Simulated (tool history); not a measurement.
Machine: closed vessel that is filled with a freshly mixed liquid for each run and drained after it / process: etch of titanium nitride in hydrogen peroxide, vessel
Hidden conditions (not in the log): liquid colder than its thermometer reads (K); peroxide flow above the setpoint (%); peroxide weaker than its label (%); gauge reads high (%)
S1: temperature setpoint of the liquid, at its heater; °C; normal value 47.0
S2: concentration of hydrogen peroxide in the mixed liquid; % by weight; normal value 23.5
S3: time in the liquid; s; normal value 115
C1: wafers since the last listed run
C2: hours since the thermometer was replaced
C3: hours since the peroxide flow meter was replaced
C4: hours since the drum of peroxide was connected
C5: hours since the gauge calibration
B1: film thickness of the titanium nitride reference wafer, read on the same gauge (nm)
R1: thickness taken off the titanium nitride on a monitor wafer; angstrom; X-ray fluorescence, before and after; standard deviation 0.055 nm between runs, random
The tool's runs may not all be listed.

{"run": 1, "hour": 0.0, "S1": 47.0, "S2": 28.5, "S3": 115, "C1": 0, "C2": 1896.9, "C3": 288.4, "C4": 142.7, "C5": 314.8, "B1": 39.99, "R1": 64.7}
{"run": 2, "hour": 18.7, "S1": 47.0, "S2": 28.5, "S3": 115, "C1": 2042, "C2": 1915.6, "C3": 307.1, "C4": 161.4, "C5": 333.5, "B1": 39.96, "R1": 64.8}
{"run": 3, "hour": 44.7, "S1": 47.0, "S2": 23.5, "S3": 115, "C1": 2839, "C2": 1941.6, "C3": 333.1, "C4": 187.4, "C5": 359.5, "B1": 40.01, "R1": 61.4}
{"run": 4, "hour": 66.2, "S1": 47.0, "S2": 23.5, "S3": 115, "C1": 2348, "C2": 1963.1, "C3": 354.6, "C4": 208.9, "C5": 381.0, "B1": 40.02, "R1": 61.8}
{"run": 5, "hour": 98.7, "S1": 47.0, "S2": 23.5, "S3": 115, "C1": 3549, "C2": 1995.6, "C3": 387.1, "C4": 241.4, "C5": 413.5, "B1": 40.02, "R1": 61.6}
{"run": 6, "hour": 129.3, "S1": 52.0, "S2": 23.5, "S3": 115, "C1": 3341, "C2": 2026.2, "C3": 417.7, "C4": 272.0, "C5": 444.1, "B1": 39.97, "R1": 89.3}
{"run": 7, "hour": 145.4, "S1": 52.0, "S2": 23.5, "S3": 115, "C1": 1758, "C2": 2042.3, "C3": 433.8, "C4": 288.1, "C5": 460.2, "B1": 40.0, "R1": 89.5}
{"run": 8, "hour": 175.7, "S1": 52.0, "S2": 23.5, "S3": 115, "C1": 3309, "C2": 2072.6, "C3": 464.1, "C4": 318.4, "C5": 490.5, "B1": 39.99, "R1": 88.2}
{"run": 9, "hour": 190.3, "S1": 47.0, "S2": 23.5, "S3": 115, "C1": 1594, "C2": 2087.2, "C3": 478.7, "C4": 333.0, "C5": 505.1, "B1": 39.95, "R1": 61.9}
{"run": 10, "hour": 202.8, "S1": 47.0, "S2": 23.5, "S3": 115, "C1": 1365, "C2": 2099.7, "C3": 491.2, "C4": 345.5, "C5": 517.6, "B1": 39.99, "R1": 60.3}
{"run": 11, "hour": 236.7, "S1": 47.0, "S2": 23.5, "S3": 115, "C1": 3702, "C2": 2133.6, "C3": 525.1, "C4": 379.4, "C5": 551.5, "B1": 40.0, "R1": 61.7}
{"hour": 241.1, "done": "thermometer replaced"}
{"run": 12, "hour": 264.4, "S1": 47.0, "S2": 23.5, "S3": 115, "C1": 2915, "C2": 23.3, "C3": 552.8, "C4": 407.1, "C5": 579.2, "B1": 40.01, "R1": 73.3}
{"run": 13, "hour": 281.5, "S1": 47.0, "S2": 23.5, "S3": 115, "C1": 1867, "C2": 40.4, "C3": 569.9, "C4": 424.2, "C5": 596.3, "B1": 39.99, "R1": 72.3}
{"run": 14, "hour": 300.1, "S1": 47.0, "S2": 23.5, "S3": 115, "C1": 2031, "C2": 59.0, "C3": 588.5, "C4": 442.8, "C5": 614.9, "B1": 40.01, "R1": 72.2}
{"hour": 303.7, "done": "peroxide flow meter replaced"}
{"run": 15, "hour": 319.9, "S1": 47.0, "S2": 23.5, "S3": 115, "C1": 2053, "C2": 78.8, "C3": 16.2, "C4": 462.6, "C5": 634.7, "B1": 40.0, "R1": 72.9}
{"run": 16, "hour": 354.5, "S1": 44.5, "S2": 26.5, "S3": 70, "C1": 3778, "C2": 113.4, "C3": 50.8, "C4": 497.2, "C5": 669.3, "B1": 39.95, "R1": 37.4}
{"hour": 380.6, "done": "new drum of peroxide connected"}
{"run": 17, "hour": 383.2, "S1": 42.5, "S2": 19.0, "S3": 180, "C1": 3025, "C2": 142.1, "C3": 79.5, "C4": 2.6, "C5": 698.0, "B1": 40.01, "R1": 76.6}
{"run": 18, "hour": 398.4, "S1": 47.0, "S2": 23.5, "S3": 115, "C1": 1660, "C2": 157.3, "C3": 94.7, "C4": 17.8, "C5": 713.2, "B1": 40.01, "R1": 71.7}
{"run": 19, "hour": 434.1, "S1": 53.0, "S2": 26.0, "S3": 185, "C1": 3898, "C2": 193.0, "C3": 130.4, "C4": 53.5, "C5": 748.9, "B1": 40.02, "R1": 181.9}
{"hour": 454.0, "done": "gauge calibrated"}
{"run": 20, "hour": 464.9, "S1": 38.5, "S2": 23.5, "S3": 115, "C1": 3363, "C2": 223.8, "C3": 161.2, "C4": 84.3, "C5": 10.9, "B1": 40.0, "R1": 37.2}
{"run": 21, "hour": 498.6, "S1": 44.0, "S2": 23.5, "S3": 115, "C1": 3680, "C2": 257.5, "C3": 194.9, "C4": 118.0, "C5": 44.6, "B1": 39.99, "R1": 57.1}
{"run": 22, "hour": 520.4, "S1": 37.5, "S2": 20.5, "S3": 80, "C1": 2380, "C2": 279.3, "C3": 216.7, "C4": 139.8, "C5": 66.4, "B1": 39.99, "R1": 23.0}
{"run": 23, "hour": 534.2, "S1": 47.0, "S2": 23.5, "S3": 115, "C1": 1507, "C2": 293.1, "C3": 230.5, "C4": 153.6, "C5": 80.2, "B1": 40.0, "R1": 71.4}
{"run": 24, "hour": 552.3, "S1": 47.0, "S2": 23.5, "S3": 50, "C1": 1976, "C2": 311.2, "C3": 248.6, "C4": 171.7, "C5": 98.3, "B1": 40.03, "R1": 30.5}
{"run": 25, "hour": 577.9, "S1": 39.0, "S2": 21.0, "S3": 90, "C1": 2795, "C2": 336.8, "C3": 274.2, "C4": 197.3, "C5": 123.9, "B1": 40.0, "R1": 29.6}
{"run": 26, "hour": 592.5, "S1": 47.0, "S2": 23.5, "S3": 115, "C1": 1594, "C2": 351.4, "C3": 288.8, "C4": 211.9, "C5": 138.5, "B1": 40.0, "R1": 69.8}
{"run": 27, "hour": 607.0, "S1": 38.5, "S2": 23.5, "S3": 80, "C1": 1583, "C2": 365.9, "C3": 303.3, "C4": 226.4, "C5": 153.0, "B1": 39.98, "R1": 26.1}
{"run": 28, "hour": 638.5, "S1": 40.5, "S2": 20.0, "S3": 115, "C1": 3440, "C2": 397.4, "C3": 334.8, "C4": 257.9, "C5": 184.5, "B1": 40.03, "R1": 41.3}

Below, each run's measurement less what the same run would have read without the hidden state. Both values contain the same run-to-run variation, but the gauge's scatter may not be the same in both:
run=1 R1=-11.6
run=2 R1=-11.7
run=3 R1=-11.3
run=4 R1=-11.4
run=5 R1=-11.6
run=6 R1=-16.5
run=7 R1=-16.6
run=8 R1=-16.6
run=9 R1=-12.1
run=10 R1=-11.9
run=11 R1=-12.3
run=12 R1=-0.7
run=13 R1=-0.8
run=14 R1=-0.9
run=15 R1=-1.0
run=16 R1=-0.6
run=17 R1=-1.4
run=18 R1=-1.4
run=19 R1=-4.0
run=20 R1=-1.0
run=21 R1=-1.6
run=22 R1=-0.7
run=23 R1=-2.2
run=24 R1=-1.0
run=25 R1=-1.0
run=26 R1=-2.5
run=27 R1=-1.0
run=28 R1=-1.7
